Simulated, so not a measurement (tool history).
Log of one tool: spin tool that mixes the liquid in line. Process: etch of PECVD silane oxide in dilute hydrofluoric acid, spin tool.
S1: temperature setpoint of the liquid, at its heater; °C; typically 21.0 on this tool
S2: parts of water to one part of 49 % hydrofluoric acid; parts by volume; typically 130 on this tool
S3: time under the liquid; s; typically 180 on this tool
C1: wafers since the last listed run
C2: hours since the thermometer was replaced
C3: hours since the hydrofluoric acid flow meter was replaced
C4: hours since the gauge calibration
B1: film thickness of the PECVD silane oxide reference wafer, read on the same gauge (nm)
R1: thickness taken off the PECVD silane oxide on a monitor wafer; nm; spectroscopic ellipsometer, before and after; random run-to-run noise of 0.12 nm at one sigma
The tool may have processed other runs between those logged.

Run 1, hour 0.0: usual settings; C1 0; C2 1001.4; C3 1374.9; C4 463.2; B1 130.00. Result: R1 35.33 nm.
Run 2, hour 15.9: usual settings; C1 150; C2 1017.3; C3 1390.8; C4 479.1; B1 129.99. Result: R1 35.15 nm.
Run 3, hour 29.8: usual settings; C1 131; C2 1031.2; C3 1404.7; C4 493.0; B1 130.03. Result: R1 35.37 nm.
Run 4, hour 42.1: usual settings; C1 116; C2 1043.5; C3 1417.0; C4 505.3; B1 130.01. Result: R1 35.07 nm.
At hour 71.0: gauge calibrated.
Run 5, hour 74.4: usual settings; C1 305; C2 1075.8; C3 1449.3; C4 3.4; B1 130.01. Result: R1 35.15 nm.
Run 6, hour 90.7: usual settings but S3 135 s; C1 153; C2 1092.1; C3 1465.6; C4 19.7; B1 129.99. Result: R1 26.52 nm.
Run 7, hour 124.1: usual settings; C1 315; C2 1125.5; C3 1499.0; C4 53.1; B1 129.99. Result: R1 35.38 nm.
At hour 135.2: thermometer replaced.
Run 8, hour 159.7: usual settings but S1 17.5 °C; C1 326; C2 24.5; C3 1534.6; C4 88.7; B1 129.97. Result: R1 29.78 nm.
Run 9, hour 182.2: usual settings but S1 17.5 °C; C1 212; C2 47.0; C3 1557.1; C4 111.2; B1 130.02. Result: R1 29.81 nm.
At hour 191.0: hydrofluoric acid flow meter replaced.
Run 10, hour 195.0: usual settings but S2 105 parts by volume; C1 111; C2 59.8; C3 4.0; C4 124.0; B1 130.00. Result: R1 43.59 nm.
Run 11, hour 268.8: usual settings but S1 19.5 °C, S2 110 parts by volume, S3 90 s; C1 696; C2 133.6; C3 77.8; C4 197.8; B1 130.04. Result: R1 19.49 nm.
Run 12, hour 292.3: usual settings but S2 160 parts by volume; C1 221; C2 157.1; C3 101.3; C4 221.3; B1 129.98. Result: R1 27.25 nm.
Run 13, hour 305.5: usual settings but S1 19.5 °C, S2 75 parts by volume, S3 275 s; C1 124; C2 170.3; C3 114.5; C4 234.5; B1 130.02. Result: R1 91.43 nm.
Run 14, hour 332.2: usual settings but S3 110 s; C1 252; C2 197.0; C3 141.2; C4 261.2; B1 129.99. Result: R1 21.10 nm.
Run 15, hour 357.6: usual settings but S1 18.5 °C; C1 239; C2 222.4; C3 166.6; C4 286.6; B1 129.99. Result: R1 31.22 nm.
Run 16, hour 371.0: usual settings; C1 126; C2 235.8; C3 180.0; C4 300.0; B1 130.01. Result: R1 34.67 nm.
Run 17, hour 394.1: usual settings but S1 26.0 °C, S2 85 parts by volume, S3 280 s; C1 218; C2 258.9; C3 203.1; C4 323.1; B1 130.01. Result: R1 105.66 nm.
Run 18, hour 426.2: usual settings but S1 19.0 °C, S3 100 s; C1 303; C2 291.0; C3 235.2; C4 355.2; B1 130.01. Result: R1 17.73 nm.
Run 19, hour 459.0: usual settings but S3 115 s; C1 309; C2 323.8; C3 268.0; C4 388.0; B1 129.99. Result: R1 22.09 nm.
Run 20, hour 492.0: usual settings but S1 26.0 °C, S2 180 parts by volume, S3 225 s; C1 311; C2 356.8; C3 301.0; C4 421.0; B1 129.99. Result: R1 35.90 nm.
Run 21, hour 504.2: usual settings but S2 150 parts by volume; C1 115; C2 369.0; C3 313.2; C4 433.2; B1 130.02. Result: R1 29.17 nm.
Run 22, hour 535.2: usual settings but S1 23.5 °C, S2 95 parts by volume, S3 270 s; C1 292; C2 400.0; C3 344.2; C4 464.2; B1 130.00. Result: R1 81.79 nm.
At hour 545.6: gauge calibrated.
Run 23, hour 552.7: usual settings but S2 100 parts by volume, S3 260 s; C1 165; C2 417.5; C3 361.7; C4 7.1; B1 130.03. Result: R1 67.49 nm.
Run 24, hour 574.2: usual settings but S1 18.5 °C, S2 155 parts by volume, S3 260 s; C1 203; C2 439.0; C3 383.2; C4 28.6; B1 130.03. Result: R1 37.37 nm.
Run 25, hour 590.9: usual settings but S1 23.5 °C, S2 75 parts by volume, S3 85 s; C1 157; C2 455.7; C3 399.9; C4 45.3; B1 130.00. Result: R1 33.62 nm.
Run 26, hour 615.5: usual settings but S3 110 s; C1 232; C2 480.3; C3 424.5; C4 69.9; B1 130.01. Result: R1 21.15 nm.
Run 27, hour 634.3: usual settings but S3 90 s; C1 177; C2 499.1; C3 443.3; C4 88.7; B1 130.00. Result: R1 17.54 nm.
Run 28, hour 661.2: usual settings but S2 190 parts by volume; C1 254; C2 526.0; C3 470.2; C4 115.6; B1 130.02. Result: R1 22.42 nm.
Run 29, hour 686.9: usual settings but S1 24.5 °C; C1 242; C2 551.7; C3 495.9; C4 141.3; B1 130.02. Result: R1 39.84 nm.
Run 30, hour 714.3: usual settings; C1 258; C2 579.1; C3 523.3; C4 168.7; B1 129.99. Result: R1 34.70 nm.
Run 31, hour 741.5: usual settings but S1 18.5 °C, S3 230 s; C1 256; C2 606.3; C3 550.5; C4 195.9; B1 130.02. Result: R1 40.21 nm.
Run 32, hour 758.6: usual settings; C1 161; C2 623.4; C3 567.6; C4 213.0; B1 129.97. Result: R1 34.84 nm.

Below are 5 alternative next runs, each starting from the tool's condition after run 32. Predict each:
Run A, hour 759.1: usual settings but S3 225 s; C1 4; C2 623.9; C3 568.1; C4 213.5; B1 ?. Result: R1 ?.
Run B, hour 759.1: usual settings but S1 19.0 °C, S2 75 parts by volume, S3 115 s; C1 4; C2 623.9; C3 568.1; C4 213.5; B1 ?. Result: R1 ?.
Run C, hour 759.1: usual settings but S2 180 parts by volume, S3 270 s; C1 4; C2 623.9; C3 568.1; C4 213.5; B1 ?. Result: R1 ?.
Run D, hour 759.1: usual settings but S1 24.5 °C, S2 175 parts by volume, S3 100 s; C1 4; C2 623.9; C3 568.1; C4 213.5; B1 ?. Result: R1 ?.
Run E, hour 759.1: usual settings but S2 115 parts by volume, S3 110 s; C1 4; C2 623.9; C3 568.1; C4 213.5; B1 ?. Result: R1 ?.

run      B1     R1
  A  130.02  43.94
  B  130.02  38.17
  C  130.02  36.09
  D  130.02  15.78
  E  130.02  24.69
Without the tool's hidden state the same runs would have given:
run     R1
  A  42.88
  B  37.21
  C  35.25
  D  15.42
  E  24.10

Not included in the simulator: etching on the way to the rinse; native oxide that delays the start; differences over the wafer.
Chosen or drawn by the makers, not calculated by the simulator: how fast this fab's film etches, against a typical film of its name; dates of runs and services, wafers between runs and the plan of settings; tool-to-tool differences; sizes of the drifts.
